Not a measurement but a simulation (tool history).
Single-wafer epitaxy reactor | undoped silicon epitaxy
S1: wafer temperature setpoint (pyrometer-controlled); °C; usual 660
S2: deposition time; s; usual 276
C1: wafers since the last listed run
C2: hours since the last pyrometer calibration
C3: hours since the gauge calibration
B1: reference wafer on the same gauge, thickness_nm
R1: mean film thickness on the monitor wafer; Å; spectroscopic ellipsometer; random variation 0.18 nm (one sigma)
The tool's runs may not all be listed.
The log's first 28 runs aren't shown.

{"run": 29, "day": 73.508, "S1": 660, "S2": 290, "C1": 398, "C2": 833.6, "C3": 820.8, "B1": 53.775, "R1": 548.9}
{"run": 30, "day": 75.238, "S1": 670, "S2": 261, "C1": 290, "C2": 875.1, "C3": 862.3, "B1": 53.794, "R1": 627.4}
{"run": 31, "day": 76.983, "S1": 666, "S2": 238, "C1": 293, "C2": 917.0, "C3": 904.2, "B1": 53.783, "R1": 522.33}
{"run": 32, "day": 79.738, "S1": 660, "S2": 276, "C1": 462, "C2": 983.1, "C3": 970.3, "B1": 53.829, "R1": 524.73}
{"run": 33, "day": 80.808, "S1": 660, "S2": 276, "C1": 179, "C2": 1008.8, "C3": 996.0, "B1": 53.791, "R1": 522.43}
{"run": 34, "day": 82.846, "S1": 669, "S2": 241, "C1": 342, "C2": 1057.7, "C3": 1044.9, "B1": 53.814, "R1": 569.33}
{"run": 35, "day": 84.379, "S1": 660, "S2": 276, "C1": 257, "C2": 1094.5, "C3": 1081.7, "B1": 53.801, "R1": 524.33}
{"run": 36, "day": 86.779, "S1": 660, "S2": 240, "C1": 402, "C2": 1152.1, "C3": 1139.3, "B1": 53.815, "R1": 457.93}
{"run": 37, "day": 88.692, "S1": 653, "S2": 239, "C1": 321, "C2": 1198.0, "C3": 1185.2, "B1": 53.791, "R1": 377.76}
{"run": 38, "day": 91.175, "S1": 669, "S2": 257, "C1": 416, "C2": 1257.6, "C3": 1244.8, "B1": 53.813, "R1": 601.55}
{"run": 39, "day": 93.0, "S1": 648, "S2": 316, "C1": 306, "C2": 1301.4, "C3": 1288.6, "B1": 53.803, "R1": 443.49}

4 ways to go on from here, each from the tool as it stands after run 39. What would each give?
{"run": "A", "day": 93.021, "S1": 660, "S2": 276, "C1": 3, "C2": 1301.9, "C3": 1289.1, "B1": "?", "R1": "?"}
{"run": "B", "day": 93.021, "S1": 664, "S2": 245, "C1": 3, "C2": 1301.9, "C3": 1289.1, "B1": "?", "R1": "?"}
{"run": "C", "day": 93.021, "S1": 667, "S2": 291, "C1": 3, "C2": 1301.9, "C3": 1289.1, "B1": "?", "R1": "?"}
{"run": "D", "day": 93.021, "S1": 650, "S2": 252, "C1": 3, "C2": 1301.9, "C3": 1289.1, "B1": "?", "R1": "?"}

run=A B1=53.767 R1=521.12
run=B B1=53.767 R1=509.65
run=C B1=53.767 R1=650.57
run=D B1=53.767 R1=371.89
Without the tool's hidden state the same runs would have given:
run=A R1=527.74
run=B R1=516.06
run=C R1=658.69
run=D R1=376.73

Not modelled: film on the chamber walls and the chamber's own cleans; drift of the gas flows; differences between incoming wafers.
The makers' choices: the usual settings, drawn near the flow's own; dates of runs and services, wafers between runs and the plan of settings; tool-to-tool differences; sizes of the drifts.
